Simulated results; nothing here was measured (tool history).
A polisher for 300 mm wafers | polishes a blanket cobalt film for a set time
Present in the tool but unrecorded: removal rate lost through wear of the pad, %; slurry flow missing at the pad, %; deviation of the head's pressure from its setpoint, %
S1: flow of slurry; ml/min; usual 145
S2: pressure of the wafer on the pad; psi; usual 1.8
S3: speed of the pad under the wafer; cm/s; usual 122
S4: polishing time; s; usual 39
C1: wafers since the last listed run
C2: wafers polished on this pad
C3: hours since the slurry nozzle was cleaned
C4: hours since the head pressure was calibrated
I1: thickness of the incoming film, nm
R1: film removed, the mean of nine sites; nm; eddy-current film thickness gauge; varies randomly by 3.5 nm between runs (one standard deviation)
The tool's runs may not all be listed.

run	hour	S1	S2	S3	S4	C1	C2	C3	C4	I1	R1
1	0.0	145	1.8	122	39	0	83	359.4	1059.7	619.1	240.2
2	13.3	145	1.8	122	39	145	228	372.7	1073.0	624.2	236.0
3	36.5	145	1.8	122	39	253	482	395.9	1096.2	625.3	231.3
4	54.5	145	1.8	122	39	196	678	413.9	1114.2	616.3	226.6
5	78.1	145	1.8	122	39	257	936	437.5	1137.8	614.9	223.8
6	108.0	145	1.8	122	32	326	1263	467.4	1167.7	608.9	175.0
# hour 120.7: head pressure recalibrated
# hour 127.3: slurry nozzle cleaned
# hour 135.1: worn pad replaced by a new one
7	150.5	145	1.8	122	32	387	167	23.2	29.8	616.1	203.1
8	163.6	105	1.6	156	44	143	310	36.3	42.9	622.2	301.9
9	180.2	145	1.8	122	28	181	492	52.9	59.5	630.5	172.8
10	202.3	130	1.8	122	35	241	733	75.0	81.6	619.4	210.9
11	234.1	145	2.2	94	39	347	1081	106.8	113.4	628.5	226.1
12	250.6	195	1.8	88	39	180	1261	123.3	129.9	620.0	183.5
# hour 264.6: worn pad replaced by a new one
13	276.0	105	1.6	156	44	233	124	148.7	155.3	619.4	305.7
14	305.2	145	1.8	122	39	319	443	177.9	184.5	620.2	242.8

Branching from run 14: 4 alternative next runs. What would each branch give?
A	305.6	145	1.8	122	39	4	447	178.3	184.9	632.4	?
B	305.6	180	1.8	102	39	4	447	178.3	184.9	632.4	?
C	305.6	145	1.8	138	44	4	447	178.3	184.9	632.4	?
D	305.6	145	1.8	122	27	4	447	178.3	184.9	632.4	?

run	R1
A	246.7
B	214.6
C	314.8
D	170.8
Had the tool no hidden state, the same runs would have come out as:
run	R1
A	262.2
B	227.7
C	334.7
D	181.6

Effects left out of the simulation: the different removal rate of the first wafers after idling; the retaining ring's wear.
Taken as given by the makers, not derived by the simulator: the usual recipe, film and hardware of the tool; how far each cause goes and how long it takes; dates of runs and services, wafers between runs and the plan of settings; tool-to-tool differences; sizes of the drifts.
